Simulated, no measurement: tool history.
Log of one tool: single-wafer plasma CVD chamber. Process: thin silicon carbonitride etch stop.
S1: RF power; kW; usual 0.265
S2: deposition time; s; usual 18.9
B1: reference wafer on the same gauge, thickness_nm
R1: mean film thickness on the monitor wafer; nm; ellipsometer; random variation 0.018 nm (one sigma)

{"run": 1, "hour": 0.0, "S1": 0.265, "S2": 18.9, "B1": 11.201, "R1": 12.027}
{"run": 2, "hour": 22.3, "S1": 0.265, "S2": 18.9, "B1": 11.2, "R1": 12.006}
{"run": 3, "hour": 44.8, "S1": 0.265, "S2": 18.9, "B1": 11.199, "R1": 12.015}
{"run": 4, "hour": 80.1, "S1": 0.265, "S2": 18.9, "B1": 11.202, "R1": 12.045}
{"run": 5, "hour": 94.9, "S1": 0.265, "S2": 18.9, "B1": 11.201, "R1": 12.021}
{"run": 6, "hour": 121.2, "S1": 0.235, "S2": 16.5, "B1": 11.199, "R1": 10.254}
{"run": 7, "hour": 133.2, "S1": 0.235, "S2": 16.5, "B1": 11.198, "R1": 10.23}
{"run": 8, "hour": 160.3, "S1": 0.235, "S2": 16.5, "B1": 11.198, "R1": 10.27}
{"run": 9, "hour": 194.9, "S1": 0.3, "S2": 18.9, "B1": 11.2, "R1": 12.291}
{"hour": 233.4, "done": "thermocouple changed; heater temperature recalibrated"}
{"run": 10, "hour": 233.9, "S1": 0.3, "S2": 18.9, "B1": 11.2, "R1": 12.293}
{"run": 11, "hour": 246.2, "S1": 0.245, "S2": 17.2, "B1": 11.199, "R1": 10.775}
{"run": 12, "hour": 280.2, "S1": 0.245, "S2": 17.2, "B1": 11.201, "R1": 10.752}
{"run": 13, "hour": 304.9, "S1": 0.3, "S2": 15.5, "B1": 11.202, "R1": 10.059}
{"run": 14, "hour": 328.7, "S1": 0.265, "S2": 18.9, "B1": 11.196, "R1": 11.989}
{"hour": 335.2, "done": "gauge calibrated"}
{"hour": 351.0, "done": "RF generator calibrated"}
{"hour": 357.3, "done": "showerhead replaced"}
{"run": 15, "hour": 357.8, "S1": 0.295, "S2": 19.9, "B1": 11.202, "R1": 12.777}
{"run": 16, "hour": 384.0, "S1": 0.285, "S2": 22.1, "B1": 11.201, "R1": 14.112}
{"run": 17, "hour": 414.0, "S1": 0.265, "S2": 18.9, "B1": 11.201, "R1": 11.854}
{"run": 18, "hour": 427.4, "S1": 0.265, "S2": 18.9, "B1": 11.2, "R1": 11.891}
{"run": 19, "hour": 443.9, "S1": 0.265, "S2": 18.9, "B1": 11.2, "R1": 11.868}
{"hour": 467.7, "done": "RF generator calibrated, repeated, since the last time left the tool worse"}
{"run": 20, "hour": 468.2, "S1": 0.28, "S2": 20.4, "B1": 11.199, "R1": 13.196}
{"run": 21, "hour": 495.6, "S1": 0.265, "S2": 18.9, "B1": 11.203, "R1": 12.118}
{"run": 22, "hour": 512.5, "S1": 0.295, "S2": 18.9, "B1": 11.202, "R1": 12.393}
{"run": 23, "hour": 538.0, "S1": 0.22, "S2": 16.0, "B1": 11.202, "R1": 9.881}
{"run": 24, "hour": 564.6, "S1": 0.235, "S2": 17.0, "B1": 11.202, "R1": 10.627}

Forecast each of these 3 alternatives for the next run:
{"run": "A", "hour": 565.0, "S1": 0.265, "S2": 18.9, "B1": "?", "R1": "?"}
{"run": "B", "hour": 565.0, "S1": 0.25, "S2": 16.7, "B1": "?", "R1": "?"}
{"run": "C", "hour": 565.0, "S1": 0.31, "S2": 15.4, "B1": "?", "R1": "?"}

run=A B1=11.200 R1=12.101
run=B B1=11.200 R1=10.575
run=C B1=11.200 R1=10.169
Without the tool's hidden state the same runs would have given:
run=A R1=12.114
run=B R1=10.586
run=C R1=10.180

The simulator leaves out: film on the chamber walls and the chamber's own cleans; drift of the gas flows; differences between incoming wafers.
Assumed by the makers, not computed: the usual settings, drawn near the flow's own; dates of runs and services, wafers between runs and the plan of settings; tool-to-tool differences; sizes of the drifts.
